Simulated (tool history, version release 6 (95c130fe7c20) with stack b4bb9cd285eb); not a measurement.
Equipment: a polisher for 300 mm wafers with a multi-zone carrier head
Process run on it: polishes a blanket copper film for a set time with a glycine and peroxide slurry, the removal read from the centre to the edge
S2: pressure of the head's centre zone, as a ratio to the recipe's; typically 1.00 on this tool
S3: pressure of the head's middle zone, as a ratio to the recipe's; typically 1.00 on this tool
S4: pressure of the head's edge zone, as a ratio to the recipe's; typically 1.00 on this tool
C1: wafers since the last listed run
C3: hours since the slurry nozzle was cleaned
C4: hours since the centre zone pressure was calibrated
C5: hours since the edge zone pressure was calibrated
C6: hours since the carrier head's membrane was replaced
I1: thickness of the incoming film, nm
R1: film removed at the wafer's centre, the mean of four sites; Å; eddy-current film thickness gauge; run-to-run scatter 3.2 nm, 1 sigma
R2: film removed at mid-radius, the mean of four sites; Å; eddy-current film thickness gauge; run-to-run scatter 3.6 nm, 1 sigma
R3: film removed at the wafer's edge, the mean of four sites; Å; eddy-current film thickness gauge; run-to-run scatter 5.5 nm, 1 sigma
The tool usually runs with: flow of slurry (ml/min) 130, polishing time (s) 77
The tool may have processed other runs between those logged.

{"run": 1, "day": 0.0, "flow of slurry (ml/min)": 130, "S2": 1.0, "S3": 1.0, "S4": 1.0, "polishing time (s)": 77, "C1": 0, "wafers polished on this pad": 312, "C3": 359.0, "C4": 305.5, "C5": 415.9, "C6": 1306.6, "I1": 1259.1, "R1": 4137, "R2": 4009, "R3": 3966}
{"run": 2, "day": 0.817, "flow of slurry (ml/min)": 130, "S2": 1.0, "S3": 1.0, "S4": 1.0, "polishing time (s)": 77, "C1": 126, "wafers polished on this pad": 439, "C3": 378.6, "C4": 325.1, "C5": 435.5, "C6": 1326.2, "I1": 1258.7, "R1": 4193, "R2": 4072, "R3": 3950}
{"run": 3, "day": 1.538, "flow of slurry (ml/min)": 130, "S2": 1.0, "S3": 1.0, "S4": 1.0, "polishing time (s)": 77, "C1": 111, "wafers polished on this pad": 550, "C3": 395.9, "C4": 342.4, "C5": 452.8, "C6": 1343.5, "I1": 1233.4, "R1": 4135, "R2": 4127, "R3": 3974}
{"run": 4, "day": 2.45, "flow of slurry (ml/min)": 100, "S2": 1.0, "S3": 1.0, "S4": 1.0, "polishing time (s)": 77, "C1": 141, "wafers polished on this pad": 691, "C3": 417.8, "C4": 364.3, "C5": 474.7, "C6": 1365.4, "I1": 1252.1, "R1": 3932, "R2": 3897, "R3": 3842}
{"run": 5, "day": 3.762, "flow of slurry (ml/min)": 100, "S2": 1.0, "S3": 1.0, "S4": 1.0, "polishing time (s)": 77, "C1": 203, "wafers polished on this pad": 895, "C3": 449.3, "C4": 395.8, "C5": 506.2, "C6": 1396.9, "I1": 1265.0, "R1": 3923, "R2": 3926, "R3": 3734}
{"run": 6, "day": 4.708, "flow of slurry (ml/min)": 130, "S2": 1.0, "S3": 1.0, "S4": 1.0, "polishing time (s)": 77, "C1": 146, "wafers polished on this pad": 1041, "C3": 472.0, "C4": 418.5, "C5": 528.9, "C6": 1419.6, "I1": 1244.8, "R1": 4122, "R2": 4119, "R3": 3933}
{"day": 4.917, "done": "worn pad replaced by a new one"}
{"run": 7, "day": 5.608, "flow of slurry (ml/min)": 130, "S2": 1.0, "S3": 1.0, "S4": 1.0, "polishing time (s)": 77, "C1": 113, "wafers polished on this pad": 106, "C3": 493.6, "C4": 440.1, "C5": 550.5, "C6": 1441.2, "I1": 1251.9, "R1": 4127, "R2": 4119, "R3": 3846}
{"run": 8, "day": 6.7, "flow of slurry (ml/min)": 130, "S2": 1.0, "S3": 1.0, "S4": 1.0, "polishing time (s)": 77, "C1": 168, "wafers polished on this pad": 275, "C3": 519.8, "C4": 466.3, "C5": 576.7, "C6": 1467.4, "I1": 1255.2, "R1": 4202, "R2": 4055, "R3": 4050}
{"run": 9, "day": 7.412, "flow of slurry (ml/min)": 130, "S2": 1.0, "S3": 1.0, "S4": 1.0, "polishing time (s)": 77, "C1": 110, "wafers polished on this pad": 385, "C3": 536.9, "C4": 483.4, "C5": 593.8, "C6": 1484.5, "I1": 1257.1, "R1": 4236, "R2": 4121, "R3": 3862}
{"day": 7.742, "done": "carrier head's membrane replaced by a new one"}
{"run": 10, "day": 8.512, "flow of slurry (ml/min)": 115, "S2": 1.0, "S3": 1.0, "S4": 1.0, "polishing time (s)": 77, "C1": 137, "wafers polished on this pad": 523, "C3": 563.3, "C4": 509.8, "C5": 620.2, "C6": 18.5, "I1": 1249.3, "R1": 4051, "R2": 3957, "R3": 3756}
{"day": 9.088, "done": "edge zone pressure recalibrated"}
{"run": 11, "day": 9.942, "flow of slurry (ml/min)": 145, "S2": 0.9, "S3": 0.91, "S4": 0.97, "polishing time (s)": 77, "C1": 208, "wafers polished on this pad": 732, "C3": 597.6, "C4": 544.1, "C5": 20.5, "C6": 52.8, "I1": 1249.7, "R1": 3969, "R2": 3900, "R3": 3846}
{"run": 12, "day": 10.879, "flow of slurry (ml/min)": 130, "S2": 0.9, "S3": 0.92, "S4": 1.0, "polishing time (s)": 77, "C1": 145, "wafers polished on this pad": 877, "C3": 620.1, "C4": 566.6, "C5": 43.0, "C6": 75.3, "I1": 1246.1, "R1": 3876, "R2": 3775, "R3": 4071}
{"day": 11.858, "done": "worn pad replaced by a new one"}
{"run": 13, "day": 11.879, "flow of slurry (ml/min)": 130, "S2": 1.0, "S3": 1.1, "S4": 1.11, "polishing time (s)": 94, "C1": 128, "wafers polished on this pad": 3, "C3": 644.1, "C4": 590.6, "C5": 67.0, "C6": 99.3, "I1": 1235.7, "R1": 5055, "R2": 5356, "R3": 4972}
{"run": 14, "day": 13.108, "flow of slurry (ml/min)": 145, "S2": 1.0, "S3": 1.04, "S4": 1.0, "polishing time (s)": 77, "C1": 190, "wafers polished on this pad": 193, "C3": 673.6, "C4": 620.1, "C5": 96.5, "C6": 128.8, "I1": 1244.6, "R1": 4328, "R2": 4240, "R3": 3883}

Estimate the outcome of run 15 from the log above:
{"run": 15, "day": 13.679, "flow of slurry (ml/min)": 130, "S2": 1.03, "S3": 1.0, "S4": 1.0, "polishing time (s)": 103, "C1": 88, "wafers polished on this pad": 281, "C3": 687.3, "C4": 633.8, "C5": 110.2, "C6": 142.5, "I1": 1265.3, "R1": "?", "R2": "?", "R3": "?"}

{"run 15": {"R1": 5819, "R2": 5337, "R3": 5348}}
Minus the tool's unlogged condition, the same run would have read R1 5524 Å, R2 5339 Å, R3 5348 Å.
